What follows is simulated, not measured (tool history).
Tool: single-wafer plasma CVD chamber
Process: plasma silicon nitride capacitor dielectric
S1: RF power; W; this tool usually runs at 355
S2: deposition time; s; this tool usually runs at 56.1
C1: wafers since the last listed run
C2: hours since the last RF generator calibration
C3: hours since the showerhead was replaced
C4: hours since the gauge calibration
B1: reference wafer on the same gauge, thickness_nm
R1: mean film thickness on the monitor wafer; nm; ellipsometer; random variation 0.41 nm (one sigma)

| run | hour | S1 | S2 | C1 | C2 | C3 | C4 | B1 | R1 |
|---|---|---|---|---|---|---|---|---|---|
| 1 | 0.0 | 355 | 56.1 | 0 | 55.9 | 3288.3 | 854.9 | 84.010 | 76.084 |
| 2 | 93.7 | 355 | 56.1 | 2045 | 149.6 | 3382.0 | 948.6 | 84.060 | 75.782 |
| 3 | 136.0 | 355 | 53.1 | 923 | 191.9 | 3424.3 | 990.9 | 84.165 | 71.626 |
| 4 | 194.2 | 355 | 56.1 | 1270 | 250.1 | 3482.5 | 1049.1 | 83.823 | 75.681 |
| 5 | 241.4 | 355 | 53.8 | 1030 | 297.3 | 3529.7 | 1096.3 | 84.025 | 72.635 |
|  | 281.9 | gauge calibrated |
| 6 | 287.4 | 355 | 62.6 | 1004 | 343.3 | 3575.7 | 5.5 | 84.036 | 83.509 |
| 7 | 350.7 | 355 | 59.8 | 1381 | 406.6 | 3639.0 | 68.8 | 83.937 | 80.985 |
| 8 | 427.9 | 355 | 59.8 | 1685 | 483.8 | 3716.2 | 146.0 | 83.900 | 80.872 |
| 9 | 611.9 | 335 | 56.1 | 4016 | 667.8 | 3900.2 | 330.0 | 84.015 | 72.479 |
| 10 | 663.3 | 355 | 56.1 | 1122 | 719.2 | 3951.6 | 381.4 | 83.882 | 74.581 |
| 11 | 724.9 | 355 | 56.1 | 1344 | 780.8 | 4013.2 | 443.0 | 84.114 | 74.289 |
| 12 | 767.5 | 355 | 56.1 | 929 | 823.4 | 4055.8 | 485.6 | 83.905 | 74.589 |
| 13 | 841.6 | 355 | 56.1 | 1617 | 897.5 | 4129.9 | 559.7 | 83.785 | 74.657 |
| 14 | 922.9 | 355 | 56.1 | 1774 | 978.8 | 4211.2 | 641.0 | 83.903 | 73.996 |
| 15 | 992.4 | 405 | 50.7 | 1517 | 1048.3 | 4280.7 | 710.5 | 83.886 | 70.871 |
| 16 | 1098.3 | 315 | 52.0 | 2311 | 1154.2 | 4386.6 | 816.4 | 83.704 | 64.804 |
| 17 | 1144.5 | 390 | 47.7 | 1008 | 1200.4 | 4432.8 | 862.6 | 83.909 | 65.216 |
| 18 | 1195.1 | 300 | 62.9 | 1104 | 1251.0 | 4483.4 | 913.2 | 84.040 | 76.357 |
| 19 | 1263.6 | 355 | 56.1 | 1495 | 1319.5 | 4551.9 | 981.7 | 83.953 | 73.073 |
| 20 | 1304.0 | 335 | 49.1 | 881 | 1359.9 | 4592.3 | 1022.1 | 84.039 | 62.264 |
|  | 1308.1 | gauge calibrated |
|  | 1317.5 | RF generator calibrated |
| 21 | 1392.1 | 380 | 64.7 | 1748 | 74.6 | 4680.4 | 84.0 | 83.888 | 90.012 |
| 22 | 1447.6 | 385 | 66.9 | 1211 | 130.1 | 4735.9 | 139.5 | 84.063 | 93.273 |
|  | 1458.9 | showerhead replaced |
| 23 | 1547.3 | 355 | 56.1 | 2001 | 229.8 | 88.4 | 239.2 | 83.913 | 75.537 |
| 24 | 1649.5 | 355 | 50.9 | 2230 | 332.0 | 190.6 | 341.4 | 84.024 | 68.346 |
| 25 | 1737.2 | 330 | 56.1 | 1914 | 419.7 | 278.3 | 429.1 | 83.911 | 73.314 |
| 26 | 1781.7 | 355 | 56.1 | 971 | 464.2 | 322.8 | 473.6 | 83.944 | 75.563 |
| 27 | 1824.4 | 315 | 56.1 | 932 | 506.9 | 365.5 | 516.3 | 83.990 | 70.704 |

Take each entry between the runs: how does the hidden state at the last listed run before it differ from the hidden state at the first listed run after it?
After run 5, before run 6: gauge calibrated (hour 281.9)
  delivered RF power above the setpoint (%): -2.63 -> -2.93
  measured value less the no-hidden-state value, R1: -0.843 -> -1.084 nm
After run 20, before run 21: gauge calibrated (hour 1308.1); RF generator calibrated (hour 1317.5)
  delivered RF power above the setpoint (%): -9.58 -> -1.02
  measured value less the no-hidden-state value, R1: -2.827 -> -0.399 nm
After run 22, before run 23: showerhead replaced (hour 1458.9)
  delivered RF power above the setpoint (%): -1.38 -> -2.03
  measured value less the no-hidden-state value, R1: -0.562 -> -0.675 nm

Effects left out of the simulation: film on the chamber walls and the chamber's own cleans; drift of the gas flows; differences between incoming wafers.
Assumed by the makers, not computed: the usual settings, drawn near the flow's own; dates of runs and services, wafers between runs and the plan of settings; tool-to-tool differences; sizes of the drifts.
